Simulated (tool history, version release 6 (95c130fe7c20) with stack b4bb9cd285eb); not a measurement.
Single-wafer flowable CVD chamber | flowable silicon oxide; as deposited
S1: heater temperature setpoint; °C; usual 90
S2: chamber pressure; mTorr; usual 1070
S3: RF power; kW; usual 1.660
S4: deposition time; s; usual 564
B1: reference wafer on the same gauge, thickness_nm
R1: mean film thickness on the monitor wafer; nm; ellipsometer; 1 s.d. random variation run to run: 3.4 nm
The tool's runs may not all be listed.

| run | hour | S1 | S2 | S3 | S4 | B1 | R1 |
|---|---|---|---|---|---|---|---|
| 1 | 0.0 | 90 | 1070 | 1.660 | 564 | 526.769 | 625.743 |
| 2 | 59.6 | 90 | 1070 | 1.660 | 564 | 526.028 | 625.240 |
| 3 | 111.2 | 90 | 1070 | 1.660 | 564 | 525.241 | 621.415 |
| 4 | 166.6 | 98 | 1070 | 1.660 | 607 | 523.064 | 493.552 |
| 5 | 196.1 | 90 | 1070 | 1.660 | 564 | 522.573 | 621.405 |
| 6 | 249.6 | 90 | 1070 | 1.660 | 564 | 521.536 | 617.184 |
| 7 | 377.2 | 90 | 1070 | 1.565 | 564 | 518.986 | 617.699 |
| 8 | 419.2 | 90 | 1070 | 1.565 | 564 | 517.971 | 610.534 |
|  | 433.9 | showerhead replaced |
|  | 444.6 | capacitance manometer re-zeroed and calibrated |
| 9 | 453.5 | 85 | 850 | 1.860 | 564 | 518.007 | 625.284 |
|  | 507.9 | gauge calibrated |
| 10 | 518.8 | 90 | 1070 | 1.660 | 564 | 533.945 | 634.418 |
| 11 | 576.4 | 90 | 1070 | 1.660 | 564 | 532.653 | 629.595 |
|  | 610.6 | RF generator calibrated |
|  | 632.9 | thermocouple changed; heater temperature recalibrated |
| 12 | 639.5 | 75 | 1170 | 1.840 | 596 | 531.179 | 1173.085 |
| 13 | 685.1 | 90 | 800 | 1.660 | 612 | 529.853 | 551.193 |
| 14 | 739.6 | 90 | 1070 | 1.660 | 564 | 528.856 | 619.627 |
| 15 | 793.8 | 81 | 1070 | 1.660 | 564 | 527.389 | 846.976 |
| 16 | 840.2 | 90 | 1070 | 1.660 | 507 | 526.878 | 561.702 |
| 17 | 906.8 | 100 | 980 | 1.470 | 622 | 525.452 | 433.297 |

Consider 5 possible next runs. They are alternatives, not a sequence: every one starts from the tool as it was left by run 17. What does each give?
| A | 907.4 | 90 | 1070 | 1.660 | 564 | ? | ? |
| B | 907.4 | 97 | 870 | 1.660 | 488 | ? | ? |
| C | 907.4 | 90 | 1230 | 1.660 | 564 | ? | ? |
| D | 907.4 | 90 | 1070 | 1.660 | 453 | ? | ? |
| E | 907.4 | 81 | 900 | 1.355 | 496 | ? | ? |

| run | B1 | R1 |
|---|---|---|
| A | 525.090 | 621.931 |
| B | 525.090 | 352.491 |
| C | 525.090 | 690.516 |
| D | 525.090 | 499.529 |
| E | 525.090 | 628.707 |
With no hidden state in the tool, these same runs would have given:
| run | R1 |
|---|---|
| A | 631.250 |
| B | 357.773 |
| C | 700.863 |
| D | 507.015 |
| E | 638.129 |
